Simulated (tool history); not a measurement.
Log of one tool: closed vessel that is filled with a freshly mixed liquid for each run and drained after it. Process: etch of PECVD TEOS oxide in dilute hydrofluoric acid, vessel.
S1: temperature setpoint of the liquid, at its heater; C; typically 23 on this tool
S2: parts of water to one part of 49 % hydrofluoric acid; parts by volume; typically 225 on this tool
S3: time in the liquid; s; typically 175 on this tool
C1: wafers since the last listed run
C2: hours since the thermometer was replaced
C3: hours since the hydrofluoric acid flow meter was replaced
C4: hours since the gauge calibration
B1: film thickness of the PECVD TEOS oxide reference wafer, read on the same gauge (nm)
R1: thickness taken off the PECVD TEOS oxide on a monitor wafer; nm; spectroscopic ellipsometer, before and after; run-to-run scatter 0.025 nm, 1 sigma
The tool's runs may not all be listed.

run	hour	S1	S2	S3	C1	C2	C3	C4	B1	R1
1	0	23	225	175	0	188.9	409.5	362.9	81.39	5.49
2	43	23	225	175	5223	231.9	452.5	405.9	81.48	5.54
3	92.8	23	225	175	6049	281.7	502.3	455.7	81.59	5.53
4	174.4	26	225	175	9912	363.3	583.9	537.3	81.77	6.2
5	222.9	26	225	175	5891	411.8	632.4	585.8	81.87	6.22
6	320.9	26	225	175	11905	509.8	730.4	683.8	82.16	6.22
7	412.9	23	255	175	11176	601.8	822.4	775.8	82.36	4.81
8	562.6	23	255	175	18185	751.5	972.1	925.5	82.71	4.81
9	608.1	23	255	175	5527	797	1017.6	971	82.81	4.81
10	700.5	23	225	140	11224	889.4	1110	1063.4	83.03	4.52
11	762	23	225	175	7471	950.9	1171.5	1124.9	83.18	5.64
12	837.6	23	225	175	9183	1026.5	1247.1	1200.5	83.36	5.66
13	911	23	225	175	8916	1099.9	1320.5	1273.9	83.52	5.65
14	984.9	23	225	175	8977	1173.8	1394.4	1347.8	83.71	5.64
15	1075.9	23	225	175	11054	1264.8	1485.4	1438.8	83.93	5.71
16	1137.8	23	225	175	7519	1326.7	1547.3	1500.7	84.07	5.72
17	1205.2	23	225	175	8187	1394.1	1614.7	1568.1	84.24	5.72
# hour 1232.3: hydrofluoric acid flow meter replaced
18	1257.3	19.5	280	100	6207	1446.2	25	1620.2	84.34	2.2
19	1308.6	23	225	140	6231	1497.5	76.3	1671.5	84.5	4.64
20	1363.8	20.5	190	175	6705	1552.7	131.5	1726.7	84.61	6.42
# hour 1383.3: thermometer replaced
21	1405.9	23	165	220	4992	22.6	173.6	1768.8	84.72	10.45
# hour 1443.3: gauge calibrated
22	1457.3	23	225	175	6244	74	225	14	79.76	5.43
23	1538.5	23	290	205	9864	155.2	306.2	95.2	79.95	4.57
24	1599.2	18	225	245	7373	215.9	366.9	155.9	80.08	6.33
25	1703.1	18.5	310	140	12621	319.8	470.8	259.8	80.33	2.46
26	1915.2	23	225	175	25766	531.9	682.9	471.9	80.85	5.52
27	2015.9	23	225	175	12233	632.6	783.6	572.6	81.09	5.52
28	2107.1	23	225	175	11079	723.8	874.8	663.8	81.31	5.52
29	2161.8	20.5	315	240	6645	778.5	929.5	718.5	81.45	4.57
30	2267.4	20.5	130	75	12828	884.1	1035.1	824.1	81.68	4.14
31	2531	18.5	180	175	32022	1147.7	1298.7	1087.7	82.32	6.15
32	2585.6	23	225	175	6632	1202.3	1353.3	1142.3	82.43	5.55
33	2670.3	20	225	175	10289	1287	1438	1227	82.65	4.99
# hour 2747.6: hydrofluoric acid flow meter replaced
34	2759.9	23	330	175	10763	1376.6	12.3	1316.6	82.85	3.45

What if the next run were any one of these 3? Each begins from the tool's condition after run 34:
A	2760.6	23	315	175	85	1377.3	13	1317.3	?	?
B	2760.6	23	180	175	85	1377.3	13	1317.3	?	?
C	2760.6	19	225	120	85	1377.3	13	1317.3	?	?

run	B1	R1
A	82.84	3.69
B	82.84	7.4
C	82.84	3.33
The same runs, with their run-to-run variation unchanged, on a tool lacking any hidden condition would have given:
run	R1
A	3.57
B	7.15
C	3.22
